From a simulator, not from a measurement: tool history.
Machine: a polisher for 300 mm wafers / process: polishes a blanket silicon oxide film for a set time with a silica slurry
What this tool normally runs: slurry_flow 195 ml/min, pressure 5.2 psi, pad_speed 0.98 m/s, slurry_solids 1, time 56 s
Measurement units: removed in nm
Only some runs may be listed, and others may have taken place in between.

| run | hour | slurry_flow | pressure | pad_speed | slurry_solids | time | wafers since the last listed run | wafers polished on this pad | hours since the slurry nozzle was cleaned | hours since the head pressure was calibrated | hours since the slurry blender was calibrated | hours since the conditioning disc was replaced | incoming thickness of the incoming film, nm | removed |
|---|---|---|---|---|---|---|---|---|---|---|---|---|---|---|
| 1 | 0 | 195 | 5.2 | 0.98 | 1 | 56 | 0 | 1656 | 232.2 | 968.6 | 199.4 | 157.6 | 1119.4 | 173 |
|  | 48.8 | slurry nozzle cleaned |
|  | 76.2 | worn pad replaced by a new one |
|  | 123.5 | conditioning disc replaced and pad reconditioned |
| 2 | 173.2 | 195 | 5.2 | 0.98 | 1 | 56 | 1276 | 729 | 124.4 | 1141.8 | 372.6 | 49.7 | 1109.4 | 174.8 |
| 3 | 215.4 | 195 | 5.2 | 0.98 | 1 | 56 | 324 | 1053 | 166.6 | 1184 | 414.8 | 91.9 | 1140.4 | 173.4 |
|  | 228.4 | slurry blender recalibrated |
| 4 | 246.4 | 195 | 4.5 | 0.98 | 1 | 56 | 222 | 1276 | 197.6 | 1215 | 18 | 122.9 | 1129.2 | 154 |
|  | 254.1 | head pressure recalibrated |
| 5 | 279.3 | 195 | 5.2 | 0.98 | 1.1 | 56 | 237 | 1513 | 230.5 | 25.2 | 50.9 | 155.8 | 1130.5 | 182.2 |
| 6 | 304.8 | 195 | 5.2 | 0.98 | 1.1 | 56 | 195 | 1709 | 256 | 50.7 | 76.4 | 181.3 | 1122.1 | 182.2 |
|  | 339.6 | worn pad replaced by a new one |
|  | 340.3 | slurry nozzle cleaned |
| 7 | 355.7 | 195 | 5.2 | 0.98 | 1.1 | 56 | 355 | 118 | 15.4 | 101.6 | 127.3 | 232.2 | 1115.6 | 192.3 |
| 8 | 380.5 | 195 | 6.3 | 0.98 | 1 | 56 | 190 | 308 | 40.2 | 126.4 | 152.1 | 257 | 1129.3 | 213.9 |
|  | 406.1 | conditioning disc replaced and pad reconditioned |
| 9 | 406.6 | 195 | 6.3 | 0.98 | 1 | 56 | 185 | 493 | 66.3 | 152.5 | 178.2 | 0.5 | 1104.5 | 210.4 |
| 10 | 460.8 | 195 | 5.2 | 0.98 | 1 | 56 | 416 | 910 | 120.5 | 206.7 | 232.4 | 54.7 | 1108.9 | 174 |
| 11 | 489.5 | 230 | 4 | 0.98 | 1.15 | 46 | 220 | 1130 | 149.2 | 235.4 | 261.1 | 83.4 | 1112.9 | 124.9 |
| 12 | 522.5 | 195 | 5.2 | 0.98 | 1 | 56 | 253 | 1383 | 182.2 | 268.4 | 294.1 | 116.4 | 1107 | 171.5 |
| 13 | 591.8 | 195 | 5.2 | 0.98 | 1 | 56 | 532 | 1916 | 251.5 | 337.7 | 363.4 | 185.7 | 1141.7 | 168.7 |
|  | 629.5 | worn pad replaced by a new one, of another model than before |
|  | 634 | slurry nozzle cleaned |
| 14 | 651.6 | 195 | 5.2 | 0.82 | 1 | 56 | 420 | 162 | 17.6 | 397.5 | 423.2 | 245.5 | 1117.9 | 164.3 |
|  | 662.2 | slurry blender recalibrated |
|  | 670.1 | conditioning disc replaced and pad reconditioned |
| 15 | 687.1 | 195 | 5.2 | 0.98 | 1.15 | 40 | 241 | 403 | 53.1 | 433 | 24.9 | 17 | 1123 | 138.5 |
| 16 | 723.5 | 195 | 5.2 | 0.98 | 1 | 56 | 279 | 683 | 89.5 | 469.4 | 61.3 | 53.4 | 1132.2 | 176.7 |
| 17 | 751.1 | 195 | 6.4 | 0.98 | 1 | 47 | 211 | 895 | 117.1 | 497 | 88.9 | 81 | 1121.5 | 166.9 |
| 18 | 808.8 | 195 | 4.4 | 1.12 | 1 | 56 | 443 | 1338 | 174.8 | 554.7 | 146.6 | 138.7 | 1129.3 | 169.4 |
| 19 | 864.8 | 195 | 5.2 | 1.14 | 1 | 63 | 430 | 1768 | 230.8 | 610.7 | 202.6 | 194.7 | 1113.6 | 211.3 |
|  | 885.8 | slurry nozzle cleaned |
| 20 | 919.9 | 260 | 6.1 | 0.98 | 1.15 | 62 | 415 | 2183 | 34.1 | 665.8 | 257.7 | 249.8 | 1115.6 | 234.5 |
|  | 934.8 | worn pad replaced by a new one |
|  | 969.5 | conditioning disc replaced and pad reconditioned |
| 21 | 977.4 | 195 | 5.2 | 0.98 | 1.1 | 56 | 395 | 311 | 91.6 | 723.3 | 315.2 | 7.9 | 1134.5 | 190.7 |
|  | 999.2 | slurry blender recalibrated |
| 22 | 1024.2 | 250 | 4 | 1.18 | 1 | 69 | 344 | 655 | 138.4 | 770.1 | 25 | 54.7 | 1110.5 | 208.5 |
| 23 | 1071.8 | 195 | 6 | 0.98 | 0.7 | 56 | 365 | 1021 | 186 | 817.7 | 72.6 | 102.3 | 1122.3 | 142 |
| 24 | 1118.2 | 195 | 5.2 | 0.98 | 1 | 56 | 356 | 1377 | 232.4 | 864.1 | 119 | 148.7 | 1121 | 170.5 |

Some steps in removed, run to run, broken into two amounts with sign: the step expected even without the hidden condition (settings, incoming material, random variation), and the rest, left for the hidden condition together with whatever gauge scatter is not in both the measured and the hidden-condition-free result:
The hidden state here: removal rate lost through wear of the pad, %; slurry flow missing at the pad, %; deviation of the head's pressure from its setpoint, %; abrasive missing from the slurry, %; time polished since the conditioner stopped cutting, s.
Run 10 -> 11: slurry_flow 195 -> 230, pressure 5.2 -> 4, slurry_solids 1 -> 1.15, time 56 -> 46. removed -49.1 nm: hidden state +2.6, all else -51.7.
Run 13 -> 14: pad_speed 0.98 -> 0.82, worn pad replaced by a new one, of another model than before, slurry nozzle cleaned. removed -4.4 nm: hidden state +11.3, all else -15.7.
Run 20 -> 21: slurry_flow 260 -> 195, pressure 6.1 -> 5.2, slurry_solids 1.15 -> 1.1, time 62 -> 56, worn pad replaced by a new one, conditioning disc replaced and pad reconditioned. removed -43.8 nm: hidden state +11.3, all else -55.1.
Run 22 -> 23: slurry_flow 250 -> 195, pressure 4 -> 6, pad_speed 1.18 -> 0.98, slurry_solids 1 -> 0.7, time 69 -> 56. removed -66.5 nm: hidden state +2.1, all else -68.6.

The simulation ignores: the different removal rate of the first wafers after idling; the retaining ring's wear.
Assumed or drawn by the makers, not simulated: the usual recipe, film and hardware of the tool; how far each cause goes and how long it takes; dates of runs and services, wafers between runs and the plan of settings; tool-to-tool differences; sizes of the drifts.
